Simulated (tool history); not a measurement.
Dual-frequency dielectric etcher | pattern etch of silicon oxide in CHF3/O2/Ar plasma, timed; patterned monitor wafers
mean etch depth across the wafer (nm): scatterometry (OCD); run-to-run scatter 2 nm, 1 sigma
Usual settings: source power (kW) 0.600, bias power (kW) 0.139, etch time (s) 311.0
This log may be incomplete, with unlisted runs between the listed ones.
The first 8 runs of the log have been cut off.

run,hour,source power (kW),bias power (kW),etch time (s),wafers since the last listed run,hours since the last wet clean,hours since the last source power generator calibration,hours since the last bias power generator calibration,hours since the last upper electrode change,hours since the gauge calibration,"read-back reference wafer on the same gauge, depth_nm",mean etch depth across the wafer (nm)
9,546.2,0.700,0.128,311.0,211,329.1,233.8,3041.9,727.4,3673.3,552.2,559.1
10,617.5,0.600,0.139,393.5,262,400.4,305.1,3113.2,798.7,3744.6,552.0,679.6
11,661.6,0.660,0.148,244.0,162,444.5,349.2,3157.3,842.8,3788.7,552.2,448.5
12,750.9,0.530,0.139,279.0,328,533.8,438.5,3246.6,932.1,3878.0,552.4,456.1
# hour 837.4: bias power generator calibrated
13,837.9,0.600,0.117,257.0,305,620.8,525.5,0.5,1019.1,3965.0,551.4,416.6
# hour 879.9: wet clean of the chamber
14,880.4,0.710,0.153,237.0,68,0.5,568.0,43.0,1061.6,4007.5,551.5,453.8
15,926.2,0.600,0.139,311.0,168,46.3,613.8,88.8,1107.4,4053.3,552.3,536.2
# hour 1008.9: gauge calibrated
16,1024.9,0.600,0.139,311.0,363,145.0,712.5,187.5,1206.1,16.0,551.6,533.2
17,1113.9,0.600,0.111,311.0,327,234.0,801.5,276.5,1295.1,105.0,552.4,494.0
18,1184.0,0.600,0.139,311.0,258,304.1,871.6,346.6,1365.2,175.1,552.0,536.5
19,1282.5,0.600,0.153,311.0,362,402.6,970.1,445.1,1463.7,273.6,552.3,553.3
20,1326.8,0.500,0.173,381.0,163,446.9,1014.4,489.4,1508.0,317.9,552.0,653.3
21,1394.2,0.500,0.119,311.0,248,514.3,1081.8,556.8,1575.4,385.3,551.8,470.8
# hour 1468.9: wet clean of the chamber
22,1486.7,0.600,0.139,366.5,252,17.8,1174.3,649.3,1667.9,477.8,552.0,632.4
23,1573.9,0.600,0.139,311.0,321,105.0,1261.5,736.5,1755.1,565.0,551.7,537.2
24,1681.2,0.600,0.153,311.0,395,212.3,1368.8,843.8,1862.4,672.3,552.3,551.8
25,1755.5,0.600,0.139,397.5,273,286.6,1443.1,918.1,1936.7,746.6,552.3,685.1
26,1905.1,0.600,0.168,311.0,550,436.2,1592.7,1067.7,2086.3,896.2,552.6,571.1
27,1959.3,0.600,0.139,311.0,199,490.4,1646.9,1121.9,2140.5,950.4,552.0,536.2
# hour 2041.4: upper electrode replaced
28,2044.8,0.460,0.112,254.0,226,575.9,1732.4,1207.4,3.4,1035.9,552.1,361.4
29,2122.0,0.550,0.139,311.0,284,653.1,1809.6,1284.6,80.6,1113.1,552.1,515.4
# hour 2201.5: wet clean of the chamber
30,2226.6,0.520,0.167,287.0,296,25.1,1914.2,1389.2,185.2,1217.7,552.1,498.6

Below are 4 alternative next runs, each starting from the tool's condition after run 30. Predict each:
A,2227.1,0.600,0.125,311.0,1,25.6,1914.7,1389.7,185.7,1218.2,?,?
B,2227.1,0.640,0.161,374.5,1,25.6,1914.7,1389.7,185.7,1218.2,?,?
C,2227.1,0.740,0.106,311.0,1,25.6,1914.7,1389.7,185.7,1218.2,?,?
D,2227.1,0.460,0.139,266.5,1,25.6,1914.7,1389.7,185.7,1218.2,?,?

run,"read-back reference wafer on the same gauge, depth_nm",mean etch depth across the wafer (nm)
A,552.6,515.4
B,552.6,698.5
C,552.6,533.3
D,552.6,408.3
The same runs, with their run-to-run variation unchanged, on a tool lacking any hidden condition would have given:
run,mean etch depth across the wafer (nm)
A,515.4
B,698.5
C,533.3
D,408.3

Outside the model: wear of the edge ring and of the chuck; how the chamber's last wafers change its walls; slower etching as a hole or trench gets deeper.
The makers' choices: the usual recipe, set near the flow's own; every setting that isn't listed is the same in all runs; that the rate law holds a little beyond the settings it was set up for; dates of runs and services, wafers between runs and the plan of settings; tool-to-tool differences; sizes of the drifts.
